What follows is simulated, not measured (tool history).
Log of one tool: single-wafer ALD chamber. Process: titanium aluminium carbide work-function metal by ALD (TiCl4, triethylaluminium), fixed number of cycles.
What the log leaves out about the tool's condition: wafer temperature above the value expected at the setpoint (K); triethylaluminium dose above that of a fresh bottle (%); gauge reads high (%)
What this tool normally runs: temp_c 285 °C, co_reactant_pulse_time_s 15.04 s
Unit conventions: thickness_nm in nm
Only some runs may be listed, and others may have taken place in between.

run	hour	temp_c	co_reactant_pulse_time_s	wafers since the last listed run	hours since the last thermocouple change	hours since the last triethylaluminium bottle change	hours since the showerhead was replaced	hours since the gauge calibration	read-back reference wafer on the same gauge, thickness_nm	thickness_nm
1	0.0	285	15.04	0	605.7	785.8	2119.5	1019.7	1.940	2.054
2	106.5	285	15.04	994	712.2	892.3	2226.0	1126.2	1.941	2.050
3	196.4	285	16.64	839	802.1	982.2	2315.9	1216.1	1.939	2.069
4	270.9	285	16.64	695	876.6	1056.7	2390.4	1290.6	1.941	2.061
5	351.7	285	16.64	754	957.4	1137.5	2471.2	1371.4	1.940	2.057
# hour 425.2: gauge calibrated
6	429.0	296	15.04	721	1034.7	1214.8	2548.5	3.8	1.940	2.167
7	472.8	285	10.96	408	1078.5	1258.6	2592.3	47.6	1.940	2.030
# hour 533.4: thermocouple changed; heater temperature recalibrated
8	538.3	285	15.04	536	4.9	1324.1	2657.8	113.1	1.940	2.094
9	615.4	285	19.37	719	82.0	1401.2	2734.9	190.2	1.940	2.114
# hour 645.2: showerhead replaced
10	669.6	275	20.00	431	136.2	1455.4	24.4	244.4	1.940	2.011
# hour 734.6: thermocouple changed; heater temperature recalibrated, repeated, since the last time left the tool worse
11	741.9	300	17.12	600	7.3	1527.7	96.7	316.7	1.940	2.179
# hour 796.1: triethylaluminium bottle replaced
12	846.4	285	19.37	900	111.8	50.3	201.2	421.2	1.941	2.033
13	938.1	298	9.65	856	203.5	142.0	292.9	512.9	1.940	2.135
14	986.1	273	20.66	448	251.5	190.0	340.9	560.9	1.940	1.944
15	1069.7	285	15.04	780	335.1	273.6	424.5	644.5	1.940	2.057
16	1129.8	285	15.04	561	395.2	333.7	484.6	704.6	1.940	2.045

Below are 5 alternative next runs, each starting from the tool's condition after run 16. Predict each:
A	1130.2	285	15.04	3	395.6	334.1	485.0	705.0	?	?
B	1130.2	285	19.01	3	395.6	334.1	485.0	705.0	?	?
C	1130.2	271	18.63	3	395.6	334.1	485.0	705.0	?	?
D	1130.2	300	17.65	3	395.6	334.1	485.0	705.0	?	?
E	1130.2	277	12.19	3	395.6	334.1	485.0	705.0	?	?

run	read-back reference wafer on the same gauge, thickness_nm	thickness_nm
A	1.940	2.048
B	1.940	2.055
C	1.940	1.918
D	1.940	2.201
E	1.940	1.959
The same runs, with their run-to-run variation unchanged, on a tool lacking any hidden condition would have given:
run	thickness_nm
A	2.030
B	2.037
C	1.901
D	2.183
E	1.942
